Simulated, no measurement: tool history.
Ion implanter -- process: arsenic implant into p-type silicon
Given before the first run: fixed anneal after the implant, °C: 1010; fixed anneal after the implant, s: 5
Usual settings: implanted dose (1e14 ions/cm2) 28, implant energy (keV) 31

run     day  implanted dose (1e14 ions/cm2)  implant energy (keV)  read-back reference wafer on the same gauge, sheet resistance  sheet resistance of the implanted and annealed layer (ohm/square)
  1       0                              28                  23.5                                                          91.68                                                                107
  2   1.967                              28                  23.5                                                          91.71                                                             106.62
  3   6.142                              28                  23.5                                                          91.71                                                             106.85
  4   8.917                              28                    31                                                          91.69                                                              91.89
  5   10.45                              28                    31                                                          91.73                                                                 92
  6  13.196                              28                    31                                                          91.68                                                               91.9
  7  16.946                              28                    31                                                          91.77                                                              91.79
  8  20.779                              28                    31                                                           91.7                                                              91.73
  9  24.658                           33.81                    35                                                          91.68                                                              83.79
 10  26.783                           33.81                    35                                                           91.7                                                               83.9
 11  29.838                           33.81                    35                                                          91.73                                                              83.96
 12  31.762                              28                    34                                                          91.71                                                              87.19
 13  34.875                              28                    31                                                           91.7                                                              91.74
 14  37.862                           20.25                    37                                                          91.67                                                              88.11
 15  40.317                              28                  40.5                                                          91.76                                                              78.99
      40.95  -- gauge calibrated
 16  41.879                              28                    31                                                          91.67                                                              91.66
 17      45                           20.11                  26.5                                                          91.67                                                             104.02
     47.508  -- extraction supply calibrated
 18  49.179                           30.27                    31                                                          91.68                                                              90.75
     53.242  -- Faraday cup replaced and dose calibrated
 19  53.262                           25.69                    25                                                          91.65                                                             104.52
 20  55.846                           30.36                    41                                                          91.72                                                              78.07
 21  58.888                              28                    31                                                          91.73                                                              92.02
 22  63.112                            24.1                    31                                                          91.74                                                              94.07
 23  65.146                              28                    31                                                          91.74                                                              91.92
 24  67.154                           24.09                  25.5                                                          91.76                                                             104.29
 25  70.454                           24.15                  37.5                                                          91.71                                                              85.15

Pick out some run-to-run changes in sheet resistance of the implanted and annealed layer (ohm/square). Of each, how much would a tool without hidden state show as well, from the settings, what came in and chance, and how much is left for the hidden state and any gauge scatter not in both results compared?
Hidden state at play: deviation of the true dose from the Faraday cup's reading, %; deviation of the true energy from its setpoint, %; gauge reads high (%).
Run 13 -> 14: implanted dose (1e14 ions/cm2) 28 -> 20.25, implant energy (keV) 31 -> 37. sheet resistance of the implanted and annealed layer (ohm/square) -3.63: hidden state -0.36, all else -3.27.
Run 18 -> 19: implanted dose (1e14 ions/cm2) 30.27 -> 25.69, implant energy (keV) 31 -> 25, Faraday cup replaced and dose calibrated. sheet resistance of the implanted and annealed layer (ohm/square) +13.77: hidden state +0.56, all else +13.21.
Run 19 -> 20: implanted dose (1e14 ions/cm2) 25.69 -> 30.36, implant energy (keV) 25 -> 41. sheet resistance of the implanted and annealed layer (ohm/square) -26.45: hidden state +0.01, all else -26.46.
Run 24 -> 25: implanted dose (1e14 ions/cm2) 24.09 -> 24.15, implant energy (keV) 25.5 -> 37.5. sheet resistance of the implanted and annealed layer (ohm/square) -19.14: hidden state -0.01, all else -19.13.

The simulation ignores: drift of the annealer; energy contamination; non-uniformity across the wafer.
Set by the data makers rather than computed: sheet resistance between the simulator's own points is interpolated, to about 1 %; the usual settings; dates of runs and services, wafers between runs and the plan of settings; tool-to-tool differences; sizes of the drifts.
